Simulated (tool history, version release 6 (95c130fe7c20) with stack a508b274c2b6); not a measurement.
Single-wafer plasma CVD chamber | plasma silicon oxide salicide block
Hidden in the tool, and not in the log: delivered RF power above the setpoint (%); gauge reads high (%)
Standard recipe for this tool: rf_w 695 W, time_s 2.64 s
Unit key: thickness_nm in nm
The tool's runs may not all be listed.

run   hour  rf_w  time_s  wafers since the last listed run  hours since the last RF generator calibration  hours since the showerhead was replaced  hours since the gauge calibration  read-back reference wafer on the same gauge, thickness_nm  thickness_nm
  1    0.0   665    2.64                                 0                                         2432.1                                   3908.1                               88.2                                                     23.610        28.873
  2   16.9   665    2.64                               601                                         2449.0                                   3925.0                              105.1                                                     23.601        28.948
  3   26.3   665    2.64                               334                                         2458.4                                   3934.4                              114.5                                                     23.614        28.837
  4   35.0   695    2.38                               309                                         2467.1                                   3943.1                              123.2                                                     23.593        26.391
  5   43.0   695    2.64                               284                                         2475.1                                   3951.1                              131.2                                                     23.592        29.177
  6   57.0   695    2.64                               498                                         2489.1                                   3965.1                              145.2                                                     23.589        29.202
  7   66.3   610    2.64                               331                                         2498.4                                   3974.4                              154.5                                                     23.598        28.246
  8   81.5   610    2.64                               541                                         2513.6                                   3989.6                              169.7                                                     23.580        28.320
  9   94.7   695    2.64                               469                                         2526.8                                   4002.8                              182.9                                                     23.586        29.229
 10  111.9   695    2.64                               612                                         2544.0                                   4020.0                              200.1                                                     23.614        29.148
 11  126.3   695    2.64                               512                                         2558.4                                   4034.4                              214.5                                                     23.592        29.165
     175.8  -- showerhead replaced
 12  176.3   695    2.64                              1495                                         2608.4                                      0.5                              264.5                                                     23.598        29.175
 13  186.4   695    2.64                               359                                         2618.5                                     10.6                              274.6                                                     23.606        29.158
 14  196.0   695    2.64                               341                                         2628.1                                     20.2                              284.2                                                     23.602        29.168
 15  202.6   695    2.64                               234                                         2634.7                                     26.8                              290.8                                                     23.605        29.245
 16  219.8   695    2.64                               612                                         2651.9                                     44.0                              308.0                                                     23.611        29.133
 17  229.7   695    2.50                               352                                         2661.8                                     53.9                              317.9                                                     23.613        27.663
 18  240.8   695    2.50                               395                                         2672.9                                     65.0                              329.0                                                     23.610        27.649
 19  249.7   695    2.50                               316                                         2681.8                                     73.9                              337.9                                                     23.597        27.683
 20  265.4   810    2.91                               558                                         2697.5                                     89.6                              353.6                                                     23.594        33.494
 21  278.2   555    2.91                               455                                         2710.3                                    102.4                              366.4                                                     23.611        30.550
     282.2  -- gauge calibrated
 22  293.3   795    2.50                               537                                         2725.4                                    117.5                               11.1                                                     23.612        28.585
 23  304.3   695    2.64                               391                                         2736.4                                    128.5                               22.1                                                     23.612        29.181
 24  320.1   695    2.64                               562                                         2752.2                                    144.3                               37.9                                                     23.593        29.186
 25  332.1   610    2.46                               427                                         2764.2                                    156.3                               49.9                                                     23.601        26.366
 26  349.9   695    2.64                               633                                         2782.0                                    174.1                               67.7                                                     23.614        29.240
 27  366.5   625    3.01                               590                                         2798.6                                    190.7                               84.3                                                     23.602        32.412
 28  381.5   605    2.64                               533                                         2813.6                                    205.7                               99.3                                                     23.601        28.282
 29  391.9   745    2.28                               370                                         2824.0                                    216.1                              109.7                                                     23.599        25.642
 30  403.5   695    2.64                               412                                         2835.6                                    227.7                              121.3                                                     23.610        29.174
     412.7  -- RF generator calibrated
 31  418.2   695    2.64                               238                                            5.5                                    242.4                              136.0                                                     23.598        29.194
 32  428.0   695    2.17                               348                                           15.3                                    252.2                              145.8                                                     23.596        23.979
 33  439.3   820    2.12                               402                                           26.6                                    263.5                              157.1                                                     23.606        24.369
 34  449.3   600    2.22                               355                                           36.6                                    273.5                              167.1                                                     23.598        23.721
 35  466.1   620    2.30                               598                                           53.4                                    290.3                              183.9                                                     23.616        24.791
 36  473.5   765    2.12                               263                                           60.8                                    297.7                              191.3                                                     23.600        24.029
 37  503.0   695    2.64                              1050                                           90.3                                    327.2                              220.8                                                     23.612        29.259
 38  514.0   585    2.97                               391                                          101.3                                    338.2                              231.8                                                     23.594        31.496
 39  527.7   695    2.39                               487                                          115.0                                    351.9                              245.5                                                     23.600        26.354

Entry by entry between the runs, the difference in hidden state between the last listed run before and the first listed run after:
Run 11 -> run 12: showerhead replaced (hour 175.8)
  both runs share identical hidden conditions
Run 21 -> run 22: gauge calibrated (hour 282.2)
  both runs share identical hidden conditions
Run 30 -> run 31: RF generator calibrated (hour 412.7)
  both runs share identical hidden conditions
